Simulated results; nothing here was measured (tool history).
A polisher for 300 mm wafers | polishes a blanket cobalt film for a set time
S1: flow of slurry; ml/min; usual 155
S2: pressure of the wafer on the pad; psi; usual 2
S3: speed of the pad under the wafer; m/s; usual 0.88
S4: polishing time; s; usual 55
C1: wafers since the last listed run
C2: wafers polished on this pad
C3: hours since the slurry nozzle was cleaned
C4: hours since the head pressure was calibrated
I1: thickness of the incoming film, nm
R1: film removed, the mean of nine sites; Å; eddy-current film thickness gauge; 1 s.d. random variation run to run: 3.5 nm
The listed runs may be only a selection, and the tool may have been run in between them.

Run 1, hour 0: usual settings; C1 0; C2 835; C3 23.5; C4 433.3; I1 1511.2. Result: R1 2600 Å.
At hour 74.1: worn pad replaced by a new one.
Run 2, hour 74.6: usual settings; C1 491; C2 3; C3 98.1; C4 507.9; I1 1483.1. Result: R1 2696 Å.
Run 3, hour 96: usual settings; C1 148; C2 152; C3 119.5; C4 529.3; I1 1501.2. Result: R1 2664 Å.
Run 4, hour 123.7: usual settings; C1 192; C2 345; C3 147.2; C4 557; I1 1482.2. Result: R1 2666 Å.
Run 5, hour 154.2: usual settings; C1 212; C2 557; C3 177.7; C4 587.5; I1 1481. Result: R1 2595 Å.
Run 6, hour 227.4: usual settings; C1 509; C2 1066; C3 250.9; C4 660.7; I1 1473. Result: R1 2657 Å.
Run 7, hour 260.3: usual settings; C1 228; C2 1295; C3 283.8; C4 693.6; I1 1475.1. Result: R1 2640 Å.
Run 8, hour 293.7: usual settings; C1 232; C2 1528; C3 317.2; C4 727; I1 1486.8. Result: R1 2676 Å.
At hour 306.1: worn pad replaced by a new one.
At hour 323.8: slurry nozzle cleaned.
Run 9, hour 327.1: usual settings but S4 51 s; C1 197; C2 139; C3 3.3; C4 760.4; I1 1457.5. Result: R1 2503 Å.
Run 10, hour 363: usual settings; C1 249; C2 389; C3 39.2; C4 796.3; I1 1499.6. Result: R1 2727 Å.
Run 11, hour 381.7: usual settings; C1 130; C2 519; C3 57.9; C4 815; I1 1476.7. Result: R1 2664 Å.
Run 12, hour 410.3: usual settings; C1 199; C2 718; C3 86.5; C4 843.6; I1 1475.1. Result: R1 2648 Å.
Run 13, hour 423.9: usual settings; C1 94; C2 813; C3 100.1; C4 857.2; I1 1461.6. Result: R1 2642 Å.
Run 14, hour 458.8: usual settings but S3 0.74 m/s; C1 242; C2 1055; C3 135; C4 892.1; I1 1451.1. Result: R1 2477 Å.
Run 15, hour 475.9: usual settings but S3 0.74 m/s; C1 118; C2 1174; C3 152.1; C4 909.2; I1 1448.2. Result: R1 2413 Å.
At hour 489.6: worn pad replaced by a new one.
Run 16, hour 490.5: usual settings but S3 0.74 m/s; C1 73; C2 5; C3 166.7; C4 923.8; I1 1479.5. Result: R1 2480 Å.
At hour 512.2: head pressure recalibrated.
Run 17, hour 523.5: usual settings; C1 215; C2 221; C3 199.7; C4 11.3; I1 1471.5. Result: R1 2527 Å.
Run 18, hour 555.5: usual settings; C1 222; C2 444; C3 231.7; C4 43.3; I1 1469.8. Result: R1 2547 Å.
Run 19, hour 583.4: usual settings but S3 0.6 m/s; C1 194; C2 638; C3 259.6; C4 71.2; I1 1506.5. Result: R1 2030 Å.
Run 20, hour 616.4: usual settings but S2 2.6 psi; C1 229; C2 868; C3 292.6; C4 104.2; I1 1462.2. Result: R1 3064 Å.
Run 21, hour 652.4: usual settings but S1 135 ml/min, S2 1.3 psi, S3 0.96 m/s, S4 36 s; C1 250; C2 1118; C3 328.6; C4 140.2; I1 1494.9. Result: R1 1334 Å.
At hour 679.1: slurry nozzle cleaned.
Run 22, hour 679.6: usual settings but S1 205 ml/min, S3 1.18 m/s, S4 46 s; C1 182; C2 1300; C3 0.5; C4 167.4; I1 1466.9. Result: R1 2735 Å.
At hour 693.9: worn pad replaced by a new one.
Run 23, hour 695.2: usual settings; C1 80; C2 9; C3 16.1; C4 183; I1 1502.3. Result: R1 2591 Å.
Run 24, hour 725: usual settings but S2 2.3 psi; C1 207; C2 216; C3 45.9; C4 212.8; I1 1470.4. Result: R1 2855 Å.
Run 25, hour 748.8: usual settings but S1 200 ml/min, S4 60 s; C1 165; C2 381; C3 69.7; C4 236.6; I1 1462.1. Result: R1 2876 Å.
Run 26, hour 764.5: usual settings but S2 1.5 psi; C1 109; C2 491; C3 85.4; C4 252.3; I1 1478.2. Result: R1 2166 Å.
Run 27, hour 778.1: usual settings but S1 130 ml/min, S2 2.2 psi, S4 60 s; C1 94; C2 585; C3 99; C4 265.9; I1 1506.1. Result: R1 2850 Å.
Run 28, hour 813.8: usual settings but S1 205 ml/min, S2 1.5 psi, S3 0.68 m/s, S4 44 s; C1 248; C2 834; C3 134.7; C4 301.6; I1 1491.8. Result: R1 1573 Å.
Run 29, hour 829.9: usual settings; C1 112; C2 946; C3 150.8; C4 317.7; I1 1475.1. Result: R1 2649 Å.
Run 30, hour 854.1: usual settings; C1 168; C2 1114; C3 175; C4 341.9; I1 1485.4. Result: R1 2601 Å.
Run 31, hour 878.3: usual settings; C1 168; C2 1283; C3 199.2; C4 366.1; I1 1474.6. Result: R1 2624 Å.
Run 32, hour 895: usual settings but S1 115 ml/min, S3 1.1 m/s; C1 116; C2 1399; C3 215.9; C4 382.8; I1 1496.4. Result: R1 2844 Å.
At hour 922.8: worn pad replaced by a new one.
Run 33, hour 923.3: usual settings; C1 169; C2 3; C3 244.2; C4 411.1; I1 1490.8. Result: R1 2608 Å.
At hour 946.3: slurry nozzle cleaned.
Run 34, hour 949.9: usual settings but S1 190 ml/min, S3 1.14 m/s; C1 178; C2 181; C3 3.6; C4 437.7; I1 1451.2. Result: R1 3174 Å.
Run 35, hour 965.7: usual settings but S1 195 ml/min, S2 1.5 psi; C1 109; C2 291; C3 19.4; C4 453.5; I1 1500.1. Result: R1 2276 Å.
Run 36, hour 988.3: usual settings but S2 1.6 psi; C1 157; C2 448; C3 42; C4 476.1; I1 1462.2. Result: R1 2269 Å.
Run 37, hour 1000.5: usual settings but S1 125 ml/min; C1 84; C2 533; C3 54.2; C4 488.3; I1 1477.6. Result: R1 2496 Å.
Run 38, hour 1016.8: usual settings but S3 0.8 m/s; C1 113; C2 647; C3 70.5; C4 504.6; I1 1467.5. Result: R1 2489 Å.

Take each entry between the runs: how does the hidden state at the last listed run before it differ from the hidden state at the first listed run after it?
From run 1 to run 2: worn pad replaced by a new one (hour 74.1)
  deviation of the head's pressure from its setpoint, %: 5.75 -> 6.66
  measured result minus the result with no hidden state, R1: +94 -> +112 Å
From run 8 to run 9: worn pad replaced by a new one (hour 306.1); slurry nozzle cleaned (hour 323.8)
  deviation of the head's pressure from its setpoint, %: 9.35 -> 9.76
  measured result minus the result with no hidden state, R1: +154 -> +150 Å
From run 15 to run 16: worn pad replaced by a new one (hour 489.6)
  deviation of the head's pressure from its setpoint, %: 11.6 -> 11.8
  measured result minus the result with no hidden state, R1: +170 -> +177 Å
From run 16 to run 17: head pressure recalibrated (hour 512.2)
  deviation of the head's pressure from its setpoint, %: 11.8 -> 0.00636
  measured result minus the result with no hidden state, R1: +177 -> +0 Å
From run 21 to run 22: slurry nozzle cleaned (hour 679.1)
  deviation of the head's pressure from its setpoint, %: 1.59 -> 1.92
  measured result minus the result with no hidden state, R1: +14 -> +34 Å
From run 22 to run 23: worn pad replaced by a new one (hour 693.9)
  deviation of the head's pressure from its setpoint, %: 1.92 -> 2.11
  measured result minus the result with no hidden state, R1: +34 -> +35 Å
From run 32 to run 33: worn pad replaced by a new one (hour 922.8)
  deviation of the head's pressure from its setpoint, %: 4.57 -> 4.92
  measured result minus the result with no hidden state, R1: +82 -> +81 Å
From run 33 to run 34: slurry nozzle cleaned (hour 946.3)
  deviation of the head's pressure from its setpoint, %: 4.92 -> 5.24
  measured result minus the result with no hidden state, R1: +81 -> +105 Å
